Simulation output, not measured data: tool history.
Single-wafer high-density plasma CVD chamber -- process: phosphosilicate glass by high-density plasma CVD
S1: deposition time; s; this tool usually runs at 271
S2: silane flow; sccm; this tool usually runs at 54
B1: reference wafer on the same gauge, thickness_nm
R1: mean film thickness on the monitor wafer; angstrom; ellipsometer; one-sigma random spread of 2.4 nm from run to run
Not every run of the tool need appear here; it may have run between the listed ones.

run 1 hour=0 | S1=271 S2=54 | B1=1539.63 | R1=15061.68
run 2 hour=26.3 | S1=271 S2=54 | B1=1539.829 | R1=15049.32
run 3 hour=61 | S1=271 S2=54 | B1=1539.674 | R1=15048.66
run 4 hour=81.3 | S1=271 S2=54 | B1=1539.513 | R1=15073.6
run 5 hour=97.1 | S1=271 S2=54 | B1=1539.47 | R1=15082.09
-- hour=99.3 gauge calibrated
run 6 hour=117.7 | S1=271 S2=58 | B1=1539.721 | R1=15760.96
run 7 hour=148.7 | S1=271 S2=58 | B1=1539.789 | R1=15802.02
run 8 hour=187.1 | S1=271 S2=54 | B1=1540.163 | R1=15061.09
run 9 hour=205.5 | S1=250 S2=54 | B1=1539.356 | R1=13929.87
run 10 hour=238.1 | S1=250 S2=54 | B1=1540.38 | R1=13888.01
run 11 hour=262.9 | S1=271 S2=54 | B1=1539.813 | R1=15090.83
-- hour=306.4 silane flow controller replaced
run 12 hour=317 | S1=271 S2=54 | B1=1538.98 | R1=14600.51
run 13 hour=338 | S1=271 S2=54 | B1=1540.086 | R1=14518.25
run 14 hour=354.8 | S1=289 S2=49 | B1=1540.19 | R1=14592.47
run 15 hour=450.7 | S1=271 S2=49 | B1=1539.254 | R1=13676.85
run 16 hour=486.2 | S1=233 S2=50 | B1=1540.01 | R1=11930.39
run 17 hour=512.1 | S1=314 S2=51 | B1=1539.867 | R1=16311.52
run 18 hour=535.3 | S1=310 S2=45 | B1=1540.49 | R1=14894.3
run 19 hour=643.1 | S1=271 S2=54 | B1=1540.336 | R1=14573.71
run 20 hour=659.3 | S1=271 S2=58 | B1=1540.19 | R1=15283.29
-- hour=669.6 gauge calibrated
run 21 hour=691.7 | S1=304 S2=65 | B1=1539.863 | R1=18497.96
run 22 hour=709.2 | S1=249 S2=59 | B1=1539.899 | R1=14200.96
run 23 hour=743.8 | S1=256 S2=54 | B1=1539.129 | R1=13799.57
run 24 hour=774.8 | S1=233 S2=47 | B1=1540.788 | R1=11518.83
run 25 hour=805 | S1=271 S2=49 | B1=1539.987 | R1=13764.09
run 26 hour=822.8 | S1=271 S2=54 | B1=1540.507 | R1=14657.89
run 27 hour=848.1 | S1=271 S2=54 | B1=1539.769 | R1=14590.3

Consider 4 possible next runs. They are alternatives, not a sequence: every one starts from the tool as it was left by run 27. What does each give?
run A hour=848.6 | S1=271 S2=54 | B1=? | R1=?
run B hour=848.6 | S1=271 S2=60 | B1=? | R1=?
run C hour=848.6 | S1=224 S2=54 | B1=? | R1=?
run D hour=848.6 | S1=306 S2=48 | B1=? | R1=?

run=A B1=1539.728 R1=14597.58
run=B B1=1539.728 R1=15632.11
run=C B1=1539.728 R1=12065.89
run=D B1=1539.728 R1=15314.73
Without the tool's hidden state the same runs would have given:
run=A R1=14425.04
run=B R1=15447.35
run=C R1=11923.28
run=D R1=15133.72
